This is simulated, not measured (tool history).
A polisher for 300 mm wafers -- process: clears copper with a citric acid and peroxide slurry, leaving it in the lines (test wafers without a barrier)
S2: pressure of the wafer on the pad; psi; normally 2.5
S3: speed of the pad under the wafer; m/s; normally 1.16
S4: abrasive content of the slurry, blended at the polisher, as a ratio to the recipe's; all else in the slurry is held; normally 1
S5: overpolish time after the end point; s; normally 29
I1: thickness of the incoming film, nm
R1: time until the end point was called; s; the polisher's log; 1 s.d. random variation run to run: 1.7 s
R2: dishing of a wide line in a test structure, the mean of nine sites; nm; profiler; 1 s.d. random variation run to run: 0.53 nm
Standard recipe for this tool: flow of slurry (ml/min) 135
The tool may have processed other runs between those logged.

Run 1, day 0: usual settings; I1 263.7. Result: R1 132.5 s, R2 32.5 nm.
At day 0.8: slurry nozzle cleaned.
Run 2, day 2.529: usual settings; I1 256.2. Result: R1 129.2 s, R2 31.1 nm.
Run 3, day 4.125: usual settings; I1 259.7. Result: R1 134.4 s, R2 31.6 nm.
Run 4, day 5.675: usual settings; I1 256.8. Result: R1 131.7 s, R2 31.5 nm.
Run 5, day 7.388: usual settings; I1 253.9. Result: R1 132.6 s, R2 32 nm.
Run 6, day 10.412: usual settings; I1 259.7. Result: R1 138.7 s, R2 30.9 nm.
Run 7, day 12.971: usual settings; I1 259.4. Result: R1 137.9 s, R2 31 nm.
At day 14.158: slurry blender recalibrated.
Run 8, day 15.529: usual settings; I1 262.6. Result: R1 120.5 s, R2 34 nm.
Run 9, day 18.375: usual settings but S5 17 s; I1 261.3. Result: R1 126.2 s, R2 23.8 nm.
At day 19.704: worn pad replaced by a new one.
Run 10, day 22.338: usual settings; I1 257.4. Result: R1 124.1 s, R2 32.6 nm.
Run 11, day 24.104: usual settings but S2 2.1 psi; I1 262. Result: R1 152.9 s, R2 29.3 nm.
Run 12, day 27.008: usual settings but S3 1.5 m/s, S5 25 s; I1 254.9. Result: R1 102.5 s, R2 33.8 nm.
Run 13, day 28.55: usual settings but flow of slurry (ml/min) 95, S2 3 psi, S3 1.32 m/s, S5 44 s; I1 258.8. Result: R1 112.5 s, R2 40.4 nm.
Run 14, day 31.9: usual settings; I1 257.1. Result: R1 133.3 s, R2 32.2 nm.
Run 15, day 34.592: usual settings but S2 3.2 psi, S5 17 s; I1 256.4. Result: R1 113 s, R2 26 nm.
At day 36.112: slurry nozzle cleaned.
Run 16, day 39.025: usual settings but S4 0.75, S5 23 s; I1 259.5. Result: R1 147.6 s, R2 26 nm.
Run 17, day 40.883: usual settings; I1 262.4. Result: R1 137.8 s, R2 31.2 nm.
At day 41.425: slurry blender recalibrated.
At day 42.158: worn pad replaced by a new one.
Run 18, day 42.95: usual settings; I1 257.7. Result: R1 123.1 s, R2 34.4 nm.
Run 19, day 45.392: usual settings; I1 259.8. Result: R1 126.5 s, R2 32.3 nm.
At day 45.854: head pressure recalibrated.
Run 20, day 49.85: usual settings but flow of slurry (ml/min) 175, S3 1.38 m/s, S5 42 s; I1 260.9. Result: R1 104.5 s, R2 40.3 nm.
Run 21, day 53.15: usual settings but S4 1.2; I1 255. Result: R1 121.9 s, R2 32.6 nm.
Run 22, day 55.104: usual settings but S2 2.8 psi; I1 260.6. Result: R1 126 s, R2 32.9 nm.
Run 23, day 57.033: usual settings but S4 0.9; I1 262.4. Result: R1 143.6 s, R2 30.8 nm.
Run 24, day 60.946: usual settings but S2 1.8 psi, S3 1.02 m/s, S4 0.9, S5 19 s; I1 262.3. Result: R1 199.9 s, R2 18 nm.
Run 25, day 62.942: usual settings but flow of slurry (ml/min) 165; I1 258.2. Result: R1 132.3 s, R2 31.6 nm.
Run 26, day 67.171: usual settings; I1 260.4. Result: R1 137.9 s, R2 31.3 nm.
At day 67.304: slurry blender recalibrated.
At day 67.496: slurry nozzle cleaned.
Run 27, day 69.258: usual settings but S2 3.4 psi, S4 1.1; I1 262.8. Result: R1 96.8 s, R2 37.9 nm.
At day 69.671: worn pad replaced by a new one.
Run 28, day 71.521: usual settings but S3 0.82 m/s, S4 0.85; I1 258.6. Result: R1 181.5 s, R2 26.3 nm.
Run 29, day 74.196: usual settings; I1 256.9. Result: R1 124.9 s, R2 33.1 nm.

Results per run with the tool's hidden condition removed, run-to-run variation unchanged:
Hidden conditions of the tool in this case: removal rate lost through wear of the pad, %; slurry flow missing at the pad, %; deviation of the head's pressure from its setpoint, %; abrasive missing from the slurry, %.
run     R1    R2
  1  118.5  34.3
  2  113.7  33.2
  3  117.2  33.8
  4  114.1  33.8
  5    114  34.6
  6  118.3  33.5
  7  116.9  33.8
  8  117.4  34.4
  9  118.7  24.8
 10  112.3  34.3
 11  136.4  31.2
 12   89.8  35.9
 13   97.8  41.9
 14  114.4  34.8
 15   96.3  28.8
 16  126.1  28.7
 17  116.1  34.1
 18  119.6  34.8
 19  119.1  33.3
 20   94.1  41.4
 21  106.8  34.8
 22  109.7  35.1
 23  124.3  33.2
 24  170.9  20.3
 25  112.2  34.4
 26    116  34.2
 27   93.9  38.4
 28  171.6  27.3
 29  114.7  34.6

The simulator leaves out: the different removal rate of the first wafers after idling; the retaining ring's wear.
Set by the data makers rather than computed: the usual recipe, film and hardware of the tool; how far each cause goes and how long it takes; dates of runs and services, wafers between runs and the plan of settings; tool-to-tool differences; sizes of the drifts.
